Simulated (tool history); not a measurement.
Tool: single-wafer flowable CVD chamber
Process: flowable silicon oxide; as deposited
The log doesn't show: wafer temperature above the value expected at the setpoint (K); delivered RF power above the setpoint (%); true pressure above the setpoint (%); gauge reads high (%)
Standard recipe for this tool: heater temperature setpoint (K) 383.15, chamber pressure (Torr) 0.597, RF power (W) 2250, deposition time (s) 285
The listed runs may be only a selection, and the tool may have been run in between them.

run,day,heater temperature setpoint (K),chamber pressure (Torr),RF power (W),deposition time (s),wafers since the last listed run,hours since the last thermocouple change,hours since the last RF generator calibration,hours since the last manometer calibration,hours since the showerhead was replaced,hours since the gauge calibration,"read-back reference wafer on the same gauge, thickness_nm",mean film thickness on the monitor wafer (Å)
1,0,388.15,0.597,2250,285,0,1516.7,840.8,2803.8,4304.2,292.3,93.84,725.28
# day 0.4: gauge calibrated
2,1.275,383.15,0.597,2250,285,206,1547.3,871.4,2834.4,4334.8,21,93.789,854.97
3,2.679,383.15,0.597,2250,285,227,1581,905.1,2868.1,4368.5,54.7,93.909,856.7
4,3.329,383.15,0.597,2250,285,105,1596.6,920.7,2883.7,4384.1,70.3,93.808,856.8
5,3.908,393.15,0.597,2250,285,93,1610.5,934.6,2897.6,4398,84.2,93.898,619.09
6,5.112,393.15,0.597,2250,285,194,1639.4,963.5,2926.5,4426.9,113.1,93.693,621.16
7,6.608,393.15,0.597,2250,285,242,1675.3,999.4,2962.4,4462.8,149,93.783,621.87
8,8.058,395.15,0.597,2250,285,234,1710.1,1034.2,2997.2,4497.6,183.8,93.826,587.86
9,9.512,395.15,0.597,2250,285,235,1745,1069.1,3032.1,4532.5,218.7,93.929,586.78
# day 10.408: thermocouple changed; heater temperature recalibrated
10,10.429,373.15,0.686,2025,337,94,0.5,1091.1,3054.1,4554.5,240.7,93.641,1484.73
# day 10.933: showerhead replaced
11,11.592,396.15,0.597,2045,285,134,28.4,1119,3082,15.8,268.6,93.765,527.72
# day 12.7: gauge calibrated
# day 12.921: capacitance manometer re-zeroed and calibrated
12,12.942,369.15,0.597,2250,285,164,60.8,1151.4,0.5,48.2,5.8,93.874,1392.24
13,13.838,383.15,0.597,2250,285,144,82.3,1172.9,22,69.7,27.3,93.667,866.1
# day 14.862: RF generator calibrated
14,15.292,383.15,0.597,2250,285,181,117.2,10.3,56.9,104.6,62.2,93.76,867.93
15,16.392,398.15,0.597,2250,285,178,143.6,36.7,83.3,131,88.6,93.858,555.29
16,17.812,395.15,0.525,2250,257,229,177.7,70.8,117.4,165.1,122.7,93.903,482.98
17,18.929,383.15,0.731,1860,245,180,204.5,97.6,144.2,191.9,149.5,93.742,890.2
18,19.754,383.15,0.597,2250,338,133,224.3,117.4,164,211.7,169.3,93.845,1035.39

What if the next run were any one of these 4? Each begins from the tool's condition after run 18:
A,19.775,391.15,0.597,2250,285,3,224.8,117.9,164.5,212.2,169.8,?,?
B,19.775,396.15,0.481,2635,285,3,224.8,117.9,164.5,212.2,169.8,?,?
C,19.775,371.15,0.66,2405,329,3,224.8,117.9,164.5,212.2,169.8,?,?
D,19.775,392.15,0.674,2250,285,3,224.8,117.9,164.5,212.2,169.8,?,?

run,"read-back reference wafer on the same gauge, thickness_nm",mean film thickness on the monitor wafer (Å)
A,93.866,676.62
B,93.866,485.32
C,93.866,1669.77
D,93.866,740.26
Without the tool's unlogged condition, the same runs would have read:
run,mean film thickness on the monitor wafer (Å)
A,675.97
B,484.82
C,1668.35
D,739.59
